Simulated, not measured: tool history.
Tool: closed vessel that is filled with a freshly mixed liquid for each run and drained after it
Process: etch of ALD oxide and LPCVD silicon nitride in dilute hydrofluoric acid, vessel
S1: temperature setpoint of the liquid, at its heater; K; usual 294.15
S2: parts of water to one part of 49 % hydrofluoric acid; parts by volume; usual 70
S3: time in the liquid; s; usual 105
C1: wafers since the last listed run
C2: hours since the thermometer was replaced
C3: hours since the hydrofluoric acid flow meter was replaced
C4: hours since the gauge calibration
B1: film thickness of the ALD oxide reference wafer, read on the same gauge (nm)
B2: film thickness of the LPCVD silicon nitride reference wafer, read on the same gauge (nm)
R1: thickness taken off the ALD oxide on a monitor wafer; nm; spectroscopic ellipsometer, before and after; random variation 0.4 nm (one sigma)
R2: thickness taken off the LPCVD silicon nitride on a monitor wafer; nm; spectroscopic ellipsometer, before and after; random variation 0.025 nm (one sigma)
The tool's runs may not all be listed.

run,day,S1,S2,S3,C1,C2,C3,C4,B1,B2,R1,R2
1,0,294.15,70,105,0,1382.4,2000.8,286.2,150.01,109.999,47.09,0.621
2,0.5,294.15,70,155,836,1394.4,2012.8,298.2,150.02,110.007,69.16,0.935
3,1.1,294.15,70,155,1003,1408.8,2027.2,312.6,149.97,110.045,69.06,0.933
4,1.85,294.15,70,155,1254,1426.8,2045.2,330.6,150.01,110.01,69.24,0.893
5,2.471,297.15,70,105,1038,1441.7,2060.1,345.5,150,110.005,52.98,0.76
6,3.054,294.15,70,105,975,1455.7,2074.1,359.5,150,109.973,46.58,0.568
7,3.771,294.15,70,105,1198,1472.9,2091.3,376.7,150.01,110.053,47.33,0.619
8,4.108,292.15,95,145,564,1481,2099.4,384.8,150.02,109.972,42.81,0.513
9,4.617,294.15,70,105,850,1493.2,2111.6,397,149.99,110.017,46.84,0.638
# day 5.279: gauge calibrated
10,5.362,290.65,90,155,1247,1511.1,2129.5,2,149.99,110.005,45.5,0.526
11,5.838,290.65,80,105,794,1522.5,2140.9,13.4,149.99,110.007,35.25,0.425
# day 5.917: thermometer replaced
12,6.379,294.15,70,155,836,11.1,2153.9,26.4,149.97,110.003,68.37,0.877
13,7.017,290.15,100,40,1066,26.4,2169.2,41.7,149.99,110.013,10.32,0.117
14,7.438,291.65,95,105,704,36.5,2179.3,51.8,149.98,110.021,30.32,0.382
# day 7.567: hydrofluoric acid flow meter replaced
15,8.438,296.65,70,170,1603,60.5,20.9,75.8,150,110.006,84.24,1.222
16,8.967,297.15,35,105,885,73.2,33.6,88.5,150.02,110.011,112.45,1.472
17,9.325,292.15,70,105,599,81.8,42.2,97.1,149.99,109.998,43.52,0.561
18,9.912,299.15,90,55,982,95.9,56.3,111.2,149.99,109.984,23,0.331
19,10.267,294.15,70,105,592,104.4,64.8,119.7,149.98,110.044,47.13,0.639
20,10.692,292.65,70,105,710,114.6,75,129.9,150.02,110.041,44.57,0.506
21,10.954,294.15,70,105,439,120.9,81.3,136.2,150,109.969,47.38,0.654
22,11.217,294.15,100,65,439,127.2,87.6,142.5,150.05,109.961,19.59,0.274
23,11.725,291.65,50,165,850,139.4,99.8,154.7,149.97,109.97,95.81,1.151
24,12.142,294.15,70,105,697,149.4,109.8,164.7,149.99,110.02,47.25,0.605
25,12.692,297.15,100,130,920,162.6,123,177.9,150,109.974,44.57,0.684
26,13.117,291.65,70,105,710,172.8,133.2,188.1,150,110.029,42.19,0.495
27,13.7,296.65,95,105,975,186.8,147.2,202.1,149.98,109.991,37.42,0.545

Forecast each of these 3 alternatives for the next run:
A,13.729,294.15,70,105,48,187.5,147.9,202.8,?,?,?,?
B,13.729,299.15,100,50,48,187.5,147.9,202.8,?,?,?,?
C,13.729,297.65,70,105,48,187.5,147.9,202.8,?,?,?,?

run,B1,B2,R1,R2
A,150.03,110.012,47.43,0.579
B,150.03,110.012,18.63,0.271
C,150.03,110.012,54.74,0.733
Without the tool's hidden state the same runs would have given:
run,R1,R2
A,47.43,0.579
B,18.63,0.271
C,54.74,0.733
